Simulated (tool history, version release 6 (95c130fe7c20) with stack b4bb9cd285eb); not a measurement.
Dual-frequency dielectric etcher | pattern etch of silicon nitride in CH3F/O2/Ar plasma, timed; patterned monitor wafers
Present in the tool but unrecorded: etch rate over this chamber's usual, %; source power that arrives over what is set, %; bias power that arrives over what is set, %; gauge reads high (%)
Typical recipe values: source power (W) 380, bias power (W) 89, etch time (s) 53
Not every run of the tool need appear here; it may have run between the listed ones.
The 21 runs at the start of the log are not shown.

| run | hour | source power (W) | bias power (W) | etch time (s) | wafers since the last listed run | hours since the last wet clean | hours since the last source power generator calibration | hours since the last bias power generator calibration | hours since the last upper electrode change | hours since the gauge calibration | read-back reference wafer on the same gauge, depth_nm | mean etch depth across the wafer (Å) |
|---|---|---|---|---|---|---|---|---|---|---|---|---|
| 22 | 516.6 | 450 | 103 | 65.5 | 156 | 76.2 | 368.7 | 421.9 | 329.2 | 365.4 | 27.56 | 449.2 |
| 23 | 541.5 | 320 | 89 | 40 | 173 | 101.1 | 393.6 | 446.8 | 354.1 | 390.3 | 27.62 | 242 |
| 24 | 601.6 | 450 | 89 | 53 | 418 | 161.2 | 453.7 | 506.9 | 414.2 | 450.4 | 27.6 | 349.7 |
| 25 | 633.7 | 380 | 77 | 40.5 | 223 | 193.3 | 485.8 | 539 | 446.3 | 482.5 | 27.6 | 247.3 |
| 26 | 659.5 | 340 | 95 | 62.5 | 179 | 219.1 | 511.6 | 564.8 | 472.1 | 508.3 | 27.57 | 386 |
| 27 | 692.6 | 410 | 89 | 45 | 230 | 252.2 | 544.7 | 597.9 | 505.2 | 541.4 | 27.57 | 287.4 |
| 28 | 717.1 | 320 | 89 | 53 | 170 | 276.7 | 569.2 | 622.4 | 529.7 | 565.9 | 27.6 | 318.8 |
| 29 | 742.5 | 290 | 89 | 64 | 176 | 302.1 | 594.6 | 647.8 | 555.1 | 591.3 | 27.58 | 373.8 |
| 30 | 756.7 | 280 | 89 | 53 | 98 | 316.3 | 608.8 | 662 | 569.3 | 605.5 | 27.58 | 307.1 |
| 31 | 772.8 | 380 | 89 | 53 | 112 | 332.4 | 624.9 | 678.1 | 585.4 | 621.6 | 27.6 | 332.7 |

Branching from run 31: 3 alternative next runs. What would each branch give?
| A | 773.2 | 380 | 89 | 53 | 2 | 332.8 | 625.3 | 678.5 | 585.8 | 622 | ? | ? |
| B | 773.2 | 380 | 96 | 40 | 2 | 332.8 | 625.3 | 678.5 | 585.8 | 622 | ? | ? |
| C | 773.2 | 330 | 89 | 65 | 2 | 332.8 | 625.3 | 678.5 | 585.8 | 622 | ? | ? |

| run | read-back reference wafer on the same gauge, depth_nm | mean etch depth across the wafer (Å) |
|---|---|---|
| A | 27.63 | 331.9 |
| B | 27.63 | 254.7 |
| C | 27.63 | 393.5 |
What these runs would have given with no unlogged condition in the tool:
| run | mean etch depth across the wafer (Å) |
|---|---|
| A | 340.8 |
| B | 261.5 |
| C | 404 |
